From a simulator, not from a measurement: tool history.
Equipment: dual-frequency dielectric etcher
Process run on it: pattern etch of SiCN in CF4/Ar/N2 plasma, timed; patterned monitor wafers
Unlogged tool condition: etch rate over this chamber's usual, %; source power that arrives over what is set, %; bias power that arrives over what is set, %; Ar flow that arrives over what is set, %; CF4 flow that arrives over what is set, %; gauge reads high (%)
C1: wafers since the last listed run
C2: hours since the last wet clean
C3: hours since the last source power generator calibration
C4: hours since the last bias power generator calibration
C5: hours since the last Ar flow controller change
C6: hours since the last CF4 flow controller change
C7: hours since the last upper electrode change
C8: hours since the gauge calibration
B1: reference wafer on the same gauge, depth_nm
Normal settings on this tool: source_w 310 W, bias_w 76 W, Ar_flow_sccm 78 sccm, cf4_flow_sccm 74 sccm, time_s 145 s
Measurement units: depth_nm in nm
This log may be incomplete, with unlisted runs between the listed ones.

Run 1, day 0: usual settings but source_w 330 W; C1 0; C2 58.4; C3 3163.5; C4 78.4; C5 3077.3; C6 4691.8; C7 3636; C8 520.7; B1 108. Result: depth_nm 112.7 nm.
Run 2, day 2.058: usual settings; C1 466; C2 107.8; C3 3212.9; C4 127.8; C5 3126.7; C6 4741.2; C7 3685.4; C8 570.1; B1 108.1. Result: depth_nm 106.8 nm.
Run 3, day 3.354: usual settings but source_w 260 W, bias_w 92 W, Ar_flow_sccm 87 sccm, time_s 132.5 s; C1 293; C2 138.9; C3 3244; C4 158.9; C5 3157.8; C6 4772.3; C7 3716.5; C8 601.2; B1 108.1. Result: depth_nm 90.3 nm.
At day 4.454: CF4 flow controller replaced.
Run 4, day 5.829: usual settings but source_w 360 W, bias_w 85 W; C1 504; C2 198.3; C3 3303.4; C4 218.3; C5 3217.2; C6 33; C7 3775.9; C8 660.6; B1 108. Result: depth_nm 128.1 nm.
At day 7.312: source power generator calibrated.
Run 5, day 10.717: usual settings but source_w 350 W, bias_w 61 W, Ar_flow_sccm 64 sccm; C1 1069; C2 315.6; C3 81.7; C4 335.6; C5 3334.5; C6 150.3; C7 3893.2; C8 777.9; B1 107.9. Result: depth_nm 111.7 nm.
Run 6, day 11.929: usual settings but time_s 129.5 s; C1 274; C2 344.7; C3 110.8; C4 364.7; C5 3363.6; C6 179.4; C7 3922.3; C8 807; B1 108.1. Result: depth_nm 97.3 nm.
Run 7, day 14.304: usual settings but source_w 270 W, bias_w 90 W, Ar_flow_sccm 93 sccm; C1 538; C2 401.7; C3 167.8; C4 421.7; C5 3420.6; C6 236.4; C7 3979.3; C8 864; B1 108. Result: depth_nm 102.3 nm.
At day 15.792: wet clean of the chamber.
Run 8, day 15.812: usual settings; C1 115; C2 0.5; C3 204; C4 457.9; C5 3456.8; C6 272.6; C7 4015.5; C8 900.2; B1 107.9. Result: depth_nm 106.1 nm.
Run 9, day 16.425: usual settings; C1 138; C2 15.2; C3 218.7; C4 472.6; C5 3471.5; C6 287.3; C7 4030.2; C8 914.9; B1 108.1. Result: depth_nm 106.3 nm.
Run 10, day 18.592: usual settings but source_w 380 W, bias_w 61 W, cf4_flow_sccm 68 sccm, time_s 161.5 s; C1 490; C2 67.2; C3 270.7; C4 524.6; C5 3523.5; C6 339.3; C7 4082.2; C8 966.9; B1 108.1. Result: depth_nm 127.7 nm.
At day 19.312: Ar flow controller replaced.
Run 11, day 20.379: usual settings but source_w 270 W, Ar_flow_sccm 64 sccm; C1 348; C2 110.1; C3 313.6; C4 567.5; C5 25.6; C6 382.2; C7 4125.1; C8 1009.8; B1 108.1. Result: depth_nm 96.9 nm.
At day 22.362: gauge calibrated.
At day 23.838: upper electrode replaced.
Run 12, day 23.858: usual settings but source_w 370 W, bias_w 65 W, cf4_flow_sccm 59 sccm; C1 561; C2 193.6; C3 397.1; C4 651; C5 109.1; C6 465.7; C7 0.5; C8 35.9; B1 108. Result: depth_nm 115.9 nm.
Run 13, day 29.058: usual settings but cf4_flow_sccm 59 sccm; C1 1178; C2 318.4; C3 521.9; C4 775.8; C5 233.9; C6 590.5; C7 125.3; C8 160.7; B1 107.8. Result: depth_nm 106.3 nm.
At day 30.954: wet clean of the chamber.
Run 14, day 31.779: usual settings but source_w 390 W, bias_w 61 W; C1 389; C2 19.8; C3 587.2; C4 841.1; C5 299.2; C6 655.8; C7 190.6; C8 226; B1 107.9. Result: depth_nm 118 nm.
Run 15, day 33.812: usual settings but source_w 280 W, time_s 163 s; C1 460; C2 68.6; C3 636; C4 889.9; C5 348; C6 704.6; C7 239.4; C8 274.8; B1 107.9. Result: depth_nm 109.4 nm.
Run 16, day 35.329: usual settings but bias_w 61 W, Ar_flow_sccm 67 sccm; C1 343; C2 105; C3 672.4; C4 926.3; C5 384.4; C6 741; C7 275.8; C8 311.2; B1 108. Result: depth_nm 98.4 nm.
Run 17, day 38.017: usual settings but source_w 280 W, time_s 163 s; C1 608; C2 169.5; C3 736.9; C4 990.8; C5 448.9; C6 805.5; C7 340.3; C8 375.7; B1 108. Result: depth_nm 111.3 nm.
Run 18, day 40.629: usual settings but source_w 340 W, Ar_flow_sccm 60 sccm, time_s 179.5 s; C1 591; C2 232.2; C3 799.6; C4 1053.5; C5 511.6; C6 868.2; C7 403; C8 438.4; B1 108. Result: depth_nm 150.4 nm.
Run 19, day 42.233: usual settings but source_w 380 W, cf4_flow_sccm 85 sccm; C1 363; C2 270.7; C3 838.1; C4 1092; C5 550.1; C6 906.7; C7 441.5; C8 476.9; B1 108. Result: depth_nm 130.9 nm.
Run 20, day 43.346: usual settings but source_w 270 W, Ar_flow_sccm 68 sccm, time_s 123.5 s; C1 252; C2 297.4; C3 864.8; C4 1118.7; C5 576.8; C6 933.4; C7 468.2; C8 503.6; B1 107.9. Result: depth_nm 83.5 nm.

For each entry between runs, how does the tool's hidden state at the last listed run before it compare with that at the first listed run after it?
After run 3, before run 4: CF4 flow controller replaced (day 4.454)
  etch rate over this chamber's usual, %: 1.26 -> 1.74
  measured minus no-state result, depth_nm: +1.1 -> +2.2 nm
After run 4, before run 5: source power generator calibrated (day 7.312)
  etch rate over this chamber's usual, %: 1.74 -> 2.68
  measured minus no-state result, depth_nm: +2.2 -> +2.9 nm
After run 7, before run 8: wet clean of the chamber (day 15.792)
  etch rate over this chamber's usual, %: 3.37 -> 0.181
  measured minus no-state result, depth_nm: +3.3 -> +0.2 nm
After run 10, before run 11: Ar flow controller replaced (day 19.312)
  etch rate over this chamber's usual, %: 0.716 -> 1.06
  measured minus no-state result, depth_nm: +0.9 -> +1 nm
After run 11, before run 12: gauge calibrated (day 22.362); upper electrode replaced (day 23.838)
  etch rate over this chamber's usual, %: 1.06 -> 1.73
  measured minus no-state result, depth_nm: +1 -> +1.9 nm
After run 13, before run 14: wet clean of the chamber (day 30.954)
  etch rate over this chamber's usual, %: 2.73 -> 0.638
  measured minus no-state result, depth_nm: +2.9 -> +0.7 nm
